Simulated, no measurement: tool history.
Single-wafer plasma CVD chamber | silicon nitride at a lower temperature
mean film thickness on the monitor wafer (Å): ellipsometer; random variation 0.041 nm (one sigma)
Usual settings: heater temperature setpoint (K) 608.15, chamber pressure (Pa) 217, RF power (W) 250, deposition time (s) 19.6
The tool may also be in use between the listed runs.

run	day	heater temperature setpoint (K)	chamber pressure (Pa)	RF power (W)	deposition time (s)	wafers since the last listed run	hours since the last thermocouple change	hours since the last RF generator calibration	hours since the last manometer calibration	hours since the showerhead was replaced	hours since the gauge calibration	read-back reference wafer on the same gauge, thickness_nm	mean film thickness on the monitor wafer (Å)
1	0.000	608.15	217	250	19.6	0	3103.1	1469.2	1629.0	3420.9	130.3	21.209	181.35
2	1.479	608.15	217	250	19.6	700	3138.6	1504.7	1664.5	3456.4	165.8	21.195	181.65
3	2.621	608.15	217	250	19.6	540	3166.0	1532.1	1691.9	3483.8	193.2	21.185	182.46
4	3.892	608.15	217	250	19.6	601	3196.5	1562.6	1722.4	3514.3	223.7	21.206	181.55
5	4.833	608.15	217	250	19.6	445	3219.1	1585.2	1745.0	3536.9	246.3	21.204	180.93
# day 6.117: thermocouple changed; heater temperature recalibrated
# day 6.608: RF generator calibrated
# day 6.721: capacitance manometer re-zeroed and calibrated
# day 8.129: showerhead replaced
6	8.429	608.15	217	285	19.6	1176	55.5	43.7	41.0	7.2	332.6	21.202	202.23
7	9.208	608.15	217	285	19.6	368	74.2	62.4	59.7	25.9	351.3	21.180	202.64
8	9.888	608.15	217	300	19.6	321	90.5	78.7	76.0	42.2	367.6	21.200	208.53
# day 10.883: gauge calibrated
9	11.050	608.15	217	250	20.7	550	118.4	106.6	103.9	70.1	4.0	21.182	197.09
10	11.904	608.15	217	250	19.6	404	138.9	127.1	124.4	90.6	24.5	21.199	187.22
11	14.279	608.15	217	290	19.6	1124	195.9	184.1	181.4	147.6	81.5	21.203	203.76
12	14.954	608.15	255	250	17.7	319	212.1	200.3	197.6	163.8	97.7	21.199	177.33
13	15.879	608.15	217	250	19.6	438	234.3	222.5	219.8	186.0	119.9	21.221	186.99
14	16.688	596.15	192	295	16.7	382	253.7	241.9	239.2	205.4	139.3	21.192	171.06

5 ways to go on from here, each from the tool as it stands after run 14. What would each give?
A	16.704	608.15	217	250	19.6	7	254.1	242.3	239.6	205.8	139.7	?	?
B	16.704	594.15	217	290	19.6	7	254.1	242.3	239.6	205.8	139.7	?	?
C	16.704	608.15	217	250	21.0	7	254.1	242.3	239.6	205.8	139.7	?	?
D	16.704	615.15	217	250	19.6	7	254.1	242.3	239.6	205.8	139.7	?	?
E	16.704	608.15	217	250	16.6	7	254.1	242.3	239.6	205.8	139.7	?	?

run	read-back reference wafer on the same gauge, thickness_nm	mean film thickness on the monitor wafer (Å)
A	21.199	186.68
B	21.199	205.17
C	21.199	199.99
D	21.199	186.25
E	21.199	158.17
Without the tool's hidden state the same runs would have given:
run	mean film thickness on the monitor wafer (Å)
A	188.39
B	206.98
C	201.81
D	187.95
E	159.61
